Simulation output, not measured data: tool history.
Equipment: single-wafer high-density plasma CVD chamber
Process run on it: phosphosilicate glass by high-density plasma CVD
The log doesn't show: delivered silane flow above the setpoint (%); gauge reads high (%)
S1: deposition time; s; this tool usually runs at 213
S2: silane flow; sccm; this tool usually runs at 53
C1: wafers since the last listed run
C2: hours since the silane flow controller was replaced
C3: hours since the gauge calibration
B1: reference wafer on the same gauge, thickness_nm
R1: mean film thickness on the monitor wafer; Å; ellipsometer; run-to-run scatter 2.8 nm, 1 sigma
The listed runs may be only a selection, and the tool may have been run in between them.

Run 1, hour 0.0: usual settings; C1 0; C2 3871.0; C3 888.9; B1 1270.432. Result: R1 10746.03 Å.
Run 2, hour 26.1: usual settings; C1 251; C2 3897.1; C3 915.0; B1 1269.698. Result: R1 10755.86 Å.
Run 3, hour 96.2: usual settings; C1 675; C2 3967.2; C3 985.1; B1 1269.767. Result: R1 10791.31 Å.
Run 4, hour 168.0: usual settings; C1 691; C2 4039.0; C3 1056.9; B1 1270.222. Result: R1 10814.68 Å.
Run 5, hour 223.7: usual settings; C1 536; C2 4094.7; C3 1112.6; B1 1269.697. Result: R1 10791.08 Å.
Run 6, hour 294.7: usual settings but S2 58 sccm; C1 684; C2 4165.7; C3 1183.6; B1 1270.349. Result: R1 11743.77 Å.
Run 7, hour 333.0: usual settings but S2 58 sccm; C1 369; C2 4204.0; C3 1221.9; B1 1269.511. Result: R1 11799.46 Å.
Run 8, hour 363.8: usual settings but S2 58 sccm; C1 296; C2 4234.8; C3 1252.7; B1 1268.838. Result: R1 11770.23 Å.
Run 9, hour 414.4: usual settings; C1 487; C2 4285.4; C3 1303.3; B1 1270.059. Result: R1 10757.83 Å.
Run 10, hour 484.6: usual settings; C1 676; C2 4355.6; C3 1373.5; B1 1269.605. Result: R1 10769.53 Å.
Run 11, hour 555.1: usual settings but S1 227 s, S2 58 sccm; C1 679; C2 4426.1; C3 1444.0; B1 1269.712. Result: R1 12550.21 Å.
At hour 568.6: gauge calibrated.
Run 12, hour 584.9: usual settings but S1 226 s, S2 56 sccm; C1 287; C2 4455.9; C3 16.3; B1 1269.458. Result: R1 12067.60 Å.
Run 13, hour 612.5: usual settings; C1 265; C2 4483.5; C3 43.9; B1 1269.924. Result: R1 10792.02 Å.
Run 14, hour 659.2: usual settings; C1 449; C2 4530.2; C3 90.6; B1 1269.513. Result: R1 10761.14 Å.
Run 15, hour 713.6: usual settings; C1 524; C2 4584.6; C3 145.0; B1 1269.769. Result: R1 10798.83 Å.
Run 16, hour 780.0: usual settings; C1 639; C2 4651.0; C3 211.4; B1 1270.307. Result: R1 10778.07 Å.
Run 17, hour 817.1: usual settings; C1 357; C2 4688.1; C3 248.5; B1 1271.047. Result: R1 10718.04 Å.
Run 18, hour 843.9: usual settings but S1 224 s; C1 258; C2 4714.9; C3 275.3; B1 1269.721. Result: R1 11358.27 Å.
Run 19, hour 883.2: usual settings but S1 224 s; C1 378; C2 4754.2; C3 314.6; B1 1269.966. Result: R1 11315.04 Å.
At hour 911.7: silane flow controller replaced.
Run 20, hour 922.5: usual settings; C1 301; C2 10.8; C3 353.9; B1 1269.946. Result: R1 11173.16 Å.
Run 21, hour 993.4: usual settings; C1 683; C2 81.7; C3 424.8; B1 1269.771. Result: R1 11141.03 Å.
Run 22, hour 1055.3: usual settings but S2 56 sccm; C1 596; C2 143.6; C3 486.7; B1 1269.873. Result: R1 11770.85 Å.
Run 23, hour 1122.0: usual settings; C1 642; C2 210.3; C3 553.4; B1 1270.882. Result: R1 11088.21 Å.
Run 24, hour 1182.8: usual settings; C1 585; C2 271.1; C3 614.2; B1 1269.758. Result: R1 11106.31 Å.
Run 25, hour 1306.6: usual settings but S1 250 s, S2 61 sccm; C1 1192; C2 394.9; C3 738.0; B1 1269.981. Result: R1 14906.96 Å.
Run 26, hour 1372.6: usual settings but S1 225 s, S2 47 sccm; C1 635; C2 460.9; C3 804.0; B1 1270.052. Result: R1 10374.45 Å.
Run 27, hour 1398.4: usual settings; C1 248; C2 486.7; C3 829.8; B1 1269.936. Result: R1 11054.82 Å.
Run 28, hour 1457.5: usual settings but S2 43 sccm; C1 569; C2 545.8; C3 888.9; B1 1269.295. Result: R1 8990.92 Å.
Run 29, hour 1517.0: usual settings; C1 573; C2 605.3; C3 948.4; B1 1270.900. Result: R1 11004.68 Å.
Run 30, hour 1574.7: usual settings but S1 191 s, S2 61 sccm; C1 555; C2 663.0; C3 1006.1; B1 1270.037. Result: R1 11291.69 Å.
Run 31, hour 1638.2: usual settings but S1 253 s, S2 43 sccm; C1 611; C2 726.5; C3 1069.6; B1 1270.841. Result: R1 10670.73 Å.
Run 32, hour 1701.2: usual settings but S1 238 s; C1 606; C2 789.5; C3 1132.6; B1 1270.225. Result: R1 12300.00 Å.
Run 33, hour 1829.0: usual settings but S1 188 s, S2 48 sccm; C1 1231; C2 917.3; C3 1260.4; B1 1270.619. Result: R1 8804.50 Å.
Run 34, hour 1895.5: usual settings but S1 192 s, S2 61 sccm; C1 640; C2 983.8; C3 1326.9; B1 1270.610. Result: R1 11389.51 Å.
At hour 1926.6: gauge calibrated.
Run 35, hour 2107.2: usual settings but S1 225 s; C1 2039; C2 1195.5; C3 180.6; B1 1269.633. Result: R1 11541.51 Å.
Run 36, hour 2137.0: usual settings but S1 246 s; C1 287; C2 1225.3; C3 210.4; B1 1271.091. Result: R1 12612.04 Å.
Run 37, hour 2190.2: usual settings but S1 231 s; C1 512; C2 1278.5; C3 263.6; B1 1270.350. Result: R1 11767.83 Å.
Run 38, hour 2226.7: usual settings but S1 254 s, S2 57 sccm; C1 351; C2 1315.0; C3 300.1; B1 1269.139. Result: R1 13983.01 Å.
Run 39, hour 2275.9: usual settings but S1 193 s; C1 474; C2 1364.2; C3 349.3; B1 1269.284. Result: R1 9834.17 Å.
Run 40, hour 2343.9: usual settings but S1 224 s, S2 46 sccm; C1 655; C2 1432.2; C3 417.3; B1 1270.261. Result: R1 9976.92 Å.
Run 41, hour 2414.3: usual settings but S1 194 s, S2 50 sccm; C1 678; C2 1502.6; C3 487.7; B1 1268.727. Result: R1 9325.89 Å.
Run 42, hour 2444.2: usual settings; C1 288; C2 1532.5; C3 517.6; B1 1270.583. Result: R1 10884.56 Å.
Run 43, hour 2501.5: usual settings but S1 227 s; C1 552; C2 1589.8; C3 574.9; B1 1270.605. Result: R1 11611.01 Å.

5 options for the next run, each taken on its own from the tool as it stands now. Forecast them:
Run A, hour 2502.0: usual settings but S2 48 sccm; C1 4; C2 1590.3; C3 575.4; B1 ?. Result: R1 ?.
Run B, hour 2502.0: usual settings but S1 248 s, S2 59 sccm; C1 4; C2 1590.3; C3 575.4; B1 ?. Result: R1 ?.
Run C, hour 2502.0: usual settings but S2 62 sccm; C1 4; C2 1590.3; C3 575.4; B1 ?. Result: R1 ?.
Run D, hour 2502.0: usual settings but S1 191 s, S2 63 sccm; C1 4; C2 1590.3; C3 575.4; B1 ?. Result: R1 ?.
Run E, hour 2502.0: usual settings but S1 183 s, S2 47 sccm; C1 4; C2 1590.3; C3 575.4; B1 ?. Result: R1 ?.

run        B1        R1
  A  1269.848   9883.97
  B  1269.848  14068.20
  C  1269.848  12682.45
  D  1269.848  11551.77
  E  1269.848   8320.12
The same runs, with their run-to-run variation unchanged, on a tool lacking any hidden condition would have given:
run        R1
  A  10184.37
  B  14495.78
  C  13067.91
  D  11902.86
  E   8573.00
